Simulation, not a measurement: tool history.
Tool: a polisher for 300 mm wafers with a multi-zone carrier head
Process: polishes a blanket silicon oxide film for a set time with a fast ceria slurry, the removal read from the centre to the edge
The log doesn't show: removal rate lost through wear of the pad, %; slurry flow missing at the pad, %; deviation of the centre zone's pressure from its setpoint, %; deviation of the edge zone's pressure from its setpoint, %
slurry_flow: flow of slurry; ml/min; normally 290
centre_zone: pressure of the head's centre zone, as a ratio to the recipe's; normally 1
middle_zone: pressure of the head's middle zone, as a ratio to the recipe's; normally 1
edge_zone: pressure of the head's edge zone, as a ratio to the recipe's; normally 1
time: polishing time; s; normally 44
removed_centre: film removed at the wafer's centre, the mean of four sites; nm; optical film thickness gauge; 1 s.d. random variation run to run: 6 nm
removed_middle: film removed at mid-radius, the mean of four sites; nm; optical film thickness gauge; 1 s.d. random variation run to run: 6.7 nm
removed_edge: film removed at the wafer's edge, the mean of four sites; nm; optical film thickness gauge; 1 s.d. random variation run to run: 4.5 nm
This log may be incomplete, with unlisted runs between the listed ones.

run	hour	slurry_flow	centre_zone	middle_zone	edge_zone	time	wafers since the last listed run	wafers polished on this pad	hours since the slurry nozzle was cleaned	hours since the centre zone pressure was calibrated	hours since the edge zone pressure was calibrated	hours since the carrier head's membrane was replaced	incoming thickness of the incoming film, nm	removed_centre	removed_middle	removed_edge
1	0	290	1	1	1	44	0	1515	416	4.6	112.6	1326.8	2812.6	674.4	675.5	676.3
# hour 4.5: worn pad replaced by a new one
2	8.4	290	1	1	1	44	60	52	424.4	13	121	1335.2	2801.3	692.9	698.6	707.3
3	22.9	290	1	1	1	44	198	251	438.9	27.5	135.5	1349.7	2868.2	708.4	703.5	703.2
4	29	290	0.96	1	1.09	51	83	335	445	33.6	141.6	1355.8	2825.3	770.8	804.6	847.2
5	46	290	1	1	1.04	44	232	567	462	50.6	158.6	1372.8	2838.6	686.6	693.7	717.6
6	56.4	290	1	1	1	33	142	710	472.4	61	169	1383.2	2789	510	506.7	521.3
# hour 64.1: carrier head's membrane replaced by a new one
# hour 66.9: slurry nozzle cleaned
7	68.7	385	0.9	1.03	1	36	86	796	1.8	73.3	181.3	4.6	2866.4	513.4	592.7	575.7
8	85.4	205	0.93	1.11	1	44	228	1025	18.5	90	198	21.3	2880.9	603.2	727.6	667
9	91.7	290	1	1	0.88	44	86	1111	24.8	96.3	204.3	27.6	2843.6	665.2	680.3	644.6
10	105.2	290	1	0.93	1	44	184	1296	38.3	109.8	217.8	41.1	2785.9	665	631.8	684.7
11	111.9	290	1	1	1	57	91	1388	45	116.5	224.5	47.8	2785.5	860.3	880.2	874.9
# hour 119.2: worn pad replaced by a new one
12	129.5	240	1	1.07	1	29	186	141	62.6	134.1	242.1	65.4	2817.6	462	487.3	466.1
13	137.1	290	1	1	0.89	44	104	245	70.2	141.7	249.7	73	2867.6	692.6	707.5	673.6
14	143.3	290	1	1	1	44	84	330	76.4	147.9	255.9	79.2	2842.9	694.3	700.8	708.7
15	151.9	290	1	1	1	33	117	448	85	156.5	264.5	87.8	2803	528.2	522.7	529.6
16	166.1	290	0.94	1	1	44	194	643	99.2	170.7	278.7	102	2870.5	649.5	702.2	697.4
17	172.9	290	1	1.04	1	44	93	736	106	177.5	285.5	108.8	2873	685.7	721.4	692.8
18	185.7	290	1	0.9	0.9	59	175	911	118.8	190.3	298.3	121.6	2860.9	911.4	845.3	887.9
19	200.8	290	1	1	1.07	44	206	1118	133.9	205.4	313.4	136.7	2846.5	688	670.6	704.1
20	211.2	290	1.05	1	1.05	31	142	1260	144.3	215.8	323.8	147.1	2812.7	504.3	483.3	492.9
# hour 226.6: worn pad replaced by a new one
21	227.1	290	1	1	0.9	44	162	7	160.2	231.7	339.7	163	2848	710.1	712.5	680
22	239.3	290	0.91	1	1	53	167	174	172.4	243.9	351.9	175.2	2793.8	769	844.5	846.3
23	245.7	320	0.97	1	1	44	87	261	178.8	250.3	358.3	181.6	2875.7	671.8	715.7	710.2

Consider 3 possible next runs. They are alternatives, not a sequence: every one starts from the tool as it was left by run 23. What does each give?
A	246.1	190	1	1	1	44	5	267	179.2	250.7	358.7	182	2788	?	?	?
B	246.1	390	1.04	0.96	1	44	5	267	179.2	250.7	358.7	182	2788	?	?	?
C	246.1	290	0.97	1.09	1.07	51	5	267	179.2	250.7	358.7	182	2788	?	?	?

run	removed_centre	removed_middle	removed_edge
A	669.7	672.3	684.2
B	743.7	689.2	716.2
C	785.4	870.7	842.5
Stripped of hidden state, with their random variation kept, the same runs would have yielded:
run	removed_centre	removed_middle	removed_edge
A	678.6	681.1	693.2
B	753.5	698.2	725.6
C	795.7	882.1	853.6
